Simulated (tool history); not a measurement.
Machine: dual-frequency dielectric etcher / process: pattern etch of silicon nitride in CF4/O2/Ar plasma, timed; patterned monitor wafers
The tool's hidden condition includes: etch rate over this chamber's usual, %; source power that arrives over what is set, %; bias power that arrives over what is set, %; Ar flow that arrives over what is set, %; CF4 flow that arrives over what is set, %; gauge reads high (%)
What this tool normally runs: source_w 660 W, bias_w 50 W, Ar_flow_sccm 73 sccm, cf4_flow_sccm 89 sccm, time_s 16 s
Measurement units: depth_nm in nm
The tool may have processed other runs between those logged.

run,day,source_w,bias_w,Ar_flow_sccm,cf4_flow_sccm,time_s,wafers since the last listed run,hours since the last wet clean,hours since the last source power generator calibration,hours since the last bias power generator calibration,hours since the last Ar flow controller change,hours since the last CF4 flow controller change,hours since the last upper electrode change,hours since the gauge calibration,"read-back reference wafer on the same gauge, depth_nm",depth_nm
1,0.000,660,50,73,89,16,0,491.3,1520.3,1321.6,2511.6,4138.4,1924.2,2004.6,42.11,41.35
2,2.775,660,50,73,89,16,1073,557.9,1586.9,1388.2,2578.2,4205.0,1990.8,2071.2,42.13,41.03
# day 4.171: wet clean of the chamber
3,5.904,660,50,73,89,16,823,41.6,1662.0,1463.3,2653.3,4280.1,2065.9,2146.3,42.11,42.12
4,7.638,700,50,73,89,16,670,83.2,1703.6,1504.9,2694.9,4321.7,2107.5,2187.9,42.10,44.76
5,11.696,660,50,73,89,16,1570,180.6,1801.0,1602.3,2792.3,4419.1,2204.9,2285.3,42.13,41.92
6,13.329,660,50,73,89,16,631,219.8,1840.2,1641.5,2831.5,4458.3,2244.1,2324.5,42.10,41.76
7,18.433,660,50,59,75,16,1974,342.3,1962.7,1764.0,2954.0,4580.8,2366.6,2447.0,42.09,41.61
# day 24.862: wet clean of the chamber
# day 24.879: CF4 flow controller replaced
# day 26.479: source power generator calibrated
8,31.033,660,50,73,74,16,4416,148.1,109.3,2066.4,3256.4,147.7,2669.0,2749.4,42.11,40.87
9,34.629,660,50,73,89,16,1391,234.4,195.6,2152.7,3342.7,234.0,2755.3,2835.7,42.10,41.72
# day 40.717: upper electrode replaced
10,44.496,660,42,73,89,16,3430,471.2,432.4,2389.5,3579.5,470.8,90.7,3072.5,42.10,38.07
# day 46.621: wet clean of the chamber
# day 49.550: Ar flow controller replaced
# day 54.154: gauge calibrated
# day 54.408: bias power generator calibrated
11,54.671,660,50,73,89,16,3388,193.2,676.6,6.3,122.9,715.0,334.9,12.4,42.11,41.69
12,62.204,770,60,59,89,16,2914,374.0,857.4,187.1,303.7,895.8,515.7,193.2,42.11,53.45
13,64.500,660,58,73,89,19,888,429.1,912.5,242.2,358.8,950.9,570.8,248.3,42.07,52.14
14,66.342,530,58,87,89,21,712,473.3,956.7,286.4,403.0,995.1,615.0,292.5,42.10,44.18

What will run 15 give?
15,70.750,660,50,73,89,16,1705,579.1,1062.5,392.2,508.8,1100.9,720.8,398.3,?,?

{"run 15": {"read-back reference wafer on the same gauge, depth_nm": 42.08, "depth_nm": 40.7}}
On a tool with no hidden condition, and with the same random variation, this run would have come out at depth_nm 42.20 nm.

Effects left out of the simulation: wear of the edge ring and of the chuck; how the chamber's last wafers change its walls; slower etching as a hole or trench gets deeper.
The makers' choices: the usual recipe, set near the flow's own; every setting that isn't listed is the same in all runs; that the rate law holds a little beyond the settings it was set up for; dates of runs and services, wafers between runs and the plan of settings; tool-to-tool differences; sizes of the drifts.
